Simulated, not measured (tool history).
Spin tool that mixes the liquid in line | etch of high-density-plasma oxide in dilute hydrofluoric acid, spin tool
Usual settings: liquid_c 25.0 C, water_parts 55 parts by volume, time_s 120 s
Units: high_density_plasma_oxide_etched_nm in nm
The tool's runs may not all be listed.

run,hour,liquid_c,water_parts,time_s,wafers since the last listed run,hours since the thermometer was replaced,hours since the hydrofluoric acid flow meter was replaced,hours since the gauge calibration,"read-back film thickness of the high-density-plasma oxide reference wafer, read on the same gauge (nm)",high_density_plasma_oxide_etched_nm
1,0.0,25.0,55,120,0,972.0,515.5,559.5,90.00,13.69
2,56.8,25.0,55,120,472,1028.8,572.3,616.3,89.98,13.68
3,88.0,25.0,55,80,259,1060.0,603.5,647.5,90.02,9.07
4,130.7,25.0,55,80,355,1102.7,646.2,690.2,89.99,9.15
5,166.0,26.0,55,120,293,1138.0,681.5,725.5,90.04,14.41
6,226.9,26.0,55,120,507,1198.9,742.4,786.4,90.00,14.31
7,285.5,26.0,55,120,487,1257.5,801.0,845.0,89.99,14.17
8,343.8,27.0,65,120,485,1315.8,859.3,903.3,90.04,12.81
# hour 480.2: gauge calibrated
9,488.3,25.0,55,120,1203,1460.3,1003.8,8.1,90.00,14.09
10,527.6,25.0,55,120,327,1499.6,1043.1,47.4,90.03,14.17
11,650.2,25.0,55,120,1020,1622.2,1165.7,170.0,90.02,14.27
12,691.5,25.0,55,120,343,1663.5,1207.0,211.3,89.97,14.29
13,763.3,21.0,45,90,597,1735.3,1278.8,283.1,90.03,11.21
14,790.7,26.5,55,120,228,1762.7,1306.2,310.5,90.00,15.12
15,831.5,20.5,35,190,339,1803.5,1347.0,351.3,89.98,30.40
# hour 859.0: hydrofluoric acid flow meter replaced
16,890.1,25.0,55,120,479,1862.1,31.1,409.9,90.00,14.56
17,953.7,25.0,55,120,529,1925.7,94.7,473.5,90.03,14.27
# hour 976.7: thermometer replaced
18,1025.7,25.0,35,145,591,49.0,166.7,545.5,89.97,25.40
19,1065.3,25.0,55,120,329,88.6,206.3,585.1,90.00,13.30
20,1117.4,25.0,55,120,433,140.7,258.4,637.2,89.95,13.22
21,1180.6,29.5,85,120,526,203.9,321.6,700.4,90.02,9.81
22,1222.5,23.5,40,70,348,245.8,363.5,742.3,89.98,10.27
23,1270.1,25.0,55,120,396,293.4,411.1,789.9,90.03,13.35
24,1305.7,27.0,55,170,296,329.0,446.7,825.5,89.98,20.01

Measured less the same run without the tool's hidden state. The same run-to-run variation is in both; the gauge's scatter may not be:
The hidden state here: liquid hotter than its thermometer reads (K); hydrofluoric acid flow above the setpoint (%); gauge reads high (%).
run,high_density_plasma_oxide_etched_nm
1,+0.67
2,+0.70
3,+0.48
4,+0.50
5,+0.81
6,+0.84
7,+0.87
8,+0.81
9,+1.00
10,+1.04
11,+1.12
12,+1.15
13,+0.97
14,+1.27
15,+2.76
16,+1.30
17,+1.32
18,+0.13
19,+0.10
20,+0.13
21,+0.12
22,+0.16
23,+0.23
24,+0.37
